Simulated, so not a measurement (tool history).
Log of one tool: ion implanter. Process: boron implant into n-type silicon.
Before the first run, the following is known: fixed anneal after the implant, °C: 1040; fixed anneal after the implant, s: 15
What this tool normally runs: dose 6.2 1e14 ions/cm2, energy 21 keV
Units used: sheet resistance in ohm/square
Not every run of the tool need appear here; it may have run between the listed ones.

| run | day | dose | energy | wafers since the last listed run | hours since the last dose calibration | hours since the extraction supply was calibrated | hours since the gauge calibration | read-back reference wafer on the same gauge, sheet resistance | sheet resistance |
|---|---|---|---|---|---|---|---|---|---|
| 1 | 0 | 4.72 | 27 | 0 | 1728.6 | 3227.8 | 332.1 | 175.94 | 208.33 |
| 2 | 0.725 | 4.72 | 27 | 422 | 1746 | 3245.2 | 349.5 | 175.95 | 208.19 |
| 3 | 2.004 | 6.2 | 16 | 745 | 1776.7 | 3275.9 | 380.2 | 175.94 | 175 |
| 4 | 2.838 | 6.2 | 16 | 485 | 1796.7 | 3295.9 | 400.2 | 176.01 | 174.3 |
| 5 | 3.779 | 6.2 | 21 | 549 | 1819.3 | 3318.5 | 422.8 | 176.03 | 169.54 |
| 6 | 4.388 | 6.2 | 21 | 354 | 1833.9 | 3333.1 | 437.4 | 175.94 | 170.12 |
| 7 | 4.942 | 6.2 | 21 | 323 | 1847.2 | 3346.4 | 450.7 | 175.99 | 169.81 |
| 8 | 5.729 | 6.85 | 21 | 459 | 1866.1 | 3365.3 | 469.6 | 175.87 | 155.85 |
| 9 | 6.554 | 6.85 | 21 | 481 | 1885.9 | 3385.1 | 489.4 | 176.07 | 155.94 |
| 10 | 7.975 | 6.85 | 21 | 828 | 1920 | 3419.2 | 523.5 | 175.89 | 156.14 |
| 11 | 8.879 | 6.2 | 21 | 527 | 1941.7 | 3440.9 | 545.2 | 176.01 | 169.29 |
|  | 8.946 | gauge calibrated |
|  | 9.433 | extraction supply calibrated |
| 12 | 9.971 | 6.2 | 21 | 442 | 1967.9 | 12.9 | 24.6 | 175.88 | 169.46 |
| 13 | 10.933 | 5.49 | 24 | 561 | 1991 | 36 | 47.7 | 176.03 | 185.63 |
| 14 | 11.567 | 6.2 | 16 | 369 | 2006.2 | 51.2 | 62.9 | 176.18 | 174.26 |
| 15 | 12.679 | 6.2 | 21 | 648 | 2032.9 | 77.9 | 89.6 | 176.04 | 169.79 |
| 16 | 13.679 | 6.2 | 21 | 583 | 2056.9 | 101.9 | 113.6 | 175.95 | 168.87 |
| 17 | 14.904 | 7.57 | 17.5 | 714 | 2086.3 | 131.3 | 143 | 175.96 | 144.53 |
| 18 | 16.008 | 4.57 | 14.5 | 643 | 2112.8 | 157.8 | 169.5 | 176.02 | 226.05 |
|  | 16.929 | Faraday cup replaced and dose calibrated |
| 19 | 16.95 | 8.05 | 27 | 354 | 0.5 | 180.4 | 192.1 | 175.9 | 136.7 |
| 20 | 17.583 | 6.2 | 21 | 369 | 15.7 | 195.6 | 207.3 | 175.97 | 175.06 |
| 21 | 18.129 | 5.02 | 18 | 318 | 28.8 | 208.7 | 220.4 | 175.98 | 212.8 |
| 22 | 21.675 | 6.2 | 21 | 2067 | 113.9 | 293.8 | 305.5 | 176 | 175.27 |
| 23 | 22.258 | 7.09 | 23.5 | 340 | 127.9 | 307.8 | 319.5 | 176.01 | 154.13 |
| 24 | 23.646 | 6.2 | 17 | 808 | 161.2 | 341.1 | 352.8 | 176 | 178.17 |
| 25 | 24.775 | 4.89 | 27.5 | 658 | 188.3 | 368.2 | 379.9 | 175.96 | 205.75 |

Forecast each of these 3 alternatives for the next run:
| A | 24.792 | 6.2 | 18 | 9 | 188.7 | 368.6 | 380.3 | ? | ? |
| B | 24.792 | 7.47 | 24.5 | 9 | 188.7 | 368.6 | 380.3 | ? | ? |
| C | 24.792 | 7.52 | 23 | 9 | 188.7 | 368.6 | 380.3 | ? | ? |

| run | read-back reference wafer on the same gauge, sheet resistance | sheet resistance |
|---|---|---|
| A | 176.09 | 177.47 |
| B | 176.09 | 146.58 |
| C | 176.09 | 146.62 |
Had the tool no hidden state, the same runs would have come out as:
| run | sheet resistance |
|---|---|
| A | 178.06 |
| B | 147.07 |
| C | 147.1 |
